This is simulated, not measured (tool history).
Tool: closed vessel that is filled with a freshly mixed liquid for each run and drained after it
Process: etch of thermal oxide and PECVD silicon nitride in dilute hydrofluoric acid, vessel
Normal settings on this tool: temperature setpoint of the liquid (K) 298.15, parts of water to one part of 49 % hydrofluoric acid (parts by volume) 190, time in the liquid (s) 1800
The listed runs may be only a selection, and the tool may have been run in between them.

| run | day | temperature setpoint of the liquid (K) | parts of water to one part of 49 % hydrofluoric acid (parts by volume) | time in the liquid (s) | read-back film thickness of the thermal oxide reference wafer, read on the same gauge (nm) | read-back film thickness of the PECVD silicon nitride reference wafer, read on the same gauge (nm) | thickness taken off the thermal oxide on a monitor wafer (nm) | thickness taken off the PECVD silicon nitride on a monitor wafer (nm) |
|---|---|---|---|---|---|---|---|---|
| 1 | 0 | 298.15 | 190 | 1800 | 130.01 | 80 | 40.58 | 37.59 |
| 2 | 0.7 | 298.15 | 190 | 1800 | 129.98 | 80 | 40.41 | 37.35 |
| 3 | 1.592 | 298.15 | 190 | 1800 | 129.98 | 79.99 | 40.24 | 37.41 |
| 4 | 2.625 | 298.15 | 190 | 1165 | 129.98 | 80.02 | 26.19 | 24.15 |
| 5 | 3.496 | 298.15 | 190 | 1800 | 129.98 | 80.04 | 40 | 36.96 |
| 6 | 4.929 | 298.15 | 190 | 1800 | 129.99 | 79.99 | 39.94 | 37.41 |
|  | 5.642 | gauge calibrated |
| 7 | 5.946 | 298.15 | 190 | 1800 | 130.03 | 79.97 | 39.68 | 37.2 |
| 8 | 7.371 | 298.15 | 190 | 1800 | 129.97 | 79.97 | 40.11 | 36.87 |
| 9 | 8.262 | 298.15 | 190 | 2340 | 130.01 | 80.02 | 52.3 | 47.63 |
| 10 | 9.229 | 298.15 | 190 | 1800 | 129.97 | 80.05 | 40.14 | 37.13 |
| 11 | 10.238 | 297.15 | 190 | 1800 | 130 | 79.99 | 38.58 | 35.17 |
|  | 10.454 | hydrofluoric acid flow meter replaced |
| 12 | 10.967 | 296.65 | 190 | 1800 | 130 | 79.98 | 37.79 | 33.25 |
| 13 | 11.792 | 298.15 | 265 | 1800 | 130 | 80.02 | 26.49 | 26.6 |
| 14 | 12.917 | 300.15 | 190 | 1240 | 130 | 79.99 | 29.92 | 28.96 |
| 15 | 14.133 | 298.15 | 190 | 985 | 130 | 79.98 | 21.92 | 19.97 |
| 16 | 15.142 | 295.65 | 285 | 2140 | 129.99 | 80.02 | 26.48 | 24.7 |
| 17 | 16.304 | 298.15 | 190 | 1800 | 130 | 80.02 | 39.91 | 36.66 |
|  | 16.483 | thermometer replaced |
| 18 | 17.796 | 298.15 | 190 | 1215 | 130.02 | 79.98 | 29.26 | 28.07 |
| 19 | 19.196 | 295.65 | 225 | 1800 | 129.98 | 79.99 | 32.27 | 29.96 |
| 20 | 19.879 | 298.15 | 190 | 2720 | 130.01 | 79.97 | 64.83 | 63.14 |
| 21 | 20.5 | 301.15 | 225 | 2125 | 130.02 | 80.01 | 46.03 | 49.34 |
| 22 | 21.417 | 302.15 | 280 | 2875 | 130.01 | 80.01 | 48.47 | 56.96 |
| 23 | 22.342 | 295.65 | 130 | 1800 | 130.03 | 79.99 | 60.83 | 51.88 |
| 24 | 23.675 | 294.15 | 105 | 2655 | 130.01 | 80.04 | 107.25 | 84.17 |

Hidden state or all else? Some run-to-run changes of thickness taken off the thermal oxide on a monitor wafer (nm), split into what the settings, what came in and random variation would give without the hidden state, and what is left for the hidden state (with any gauge scatter that isn't in both results):
The hidden state here: liquid colder than its thermometer reads (K); hydrofluoric acid flow above the setpoint (%); gauge reads high (%).
Run 16 -> 17: temperature setpoint of the liquid (K) 295.65 -> 298.15, parts of water to one part of 49 % hydrofluoric acid (parts by volume) 285 -> 190, time in the liquid (s) 2140 -> 1800. thickness taken off the thermal oxide on a monitor wafer (nm) +13.43: hidden state -1.24, all else +14.67.
Run 17 -> 18: time in the liquid (s) 1800 -> 1215, thermometer replaced. thickness taken off the thermal oxide on a monitor wafer (nm) -10.65: hidden state +3.26, all else -13.91.
Run 19 -> 20: temperature setpoint of the liquid (K) 295.65 -> 298.15, parts of water to one part of 49 % hydrofluoric acid (parts by volume) 225 -> 190, time in the liquid (s) 1800 -> 2720. thickness taken off the thermal oxide on a monitor wafer (nm) +32.56: hidden state -0.25, all else +32.81.
Run 23 -> 24: temperature setpoint of the liquid (K) 295.65 -> 294.15, parts of water to one part of 49 % hydrofluoric acid (parts by volume) 130 -> 105, time in the liquid (s) 1800 -> 2655. thickness taken off the thermal oxide on a monitor wafer (nm) +46.42: hidden state -0.64, all else +47.06.

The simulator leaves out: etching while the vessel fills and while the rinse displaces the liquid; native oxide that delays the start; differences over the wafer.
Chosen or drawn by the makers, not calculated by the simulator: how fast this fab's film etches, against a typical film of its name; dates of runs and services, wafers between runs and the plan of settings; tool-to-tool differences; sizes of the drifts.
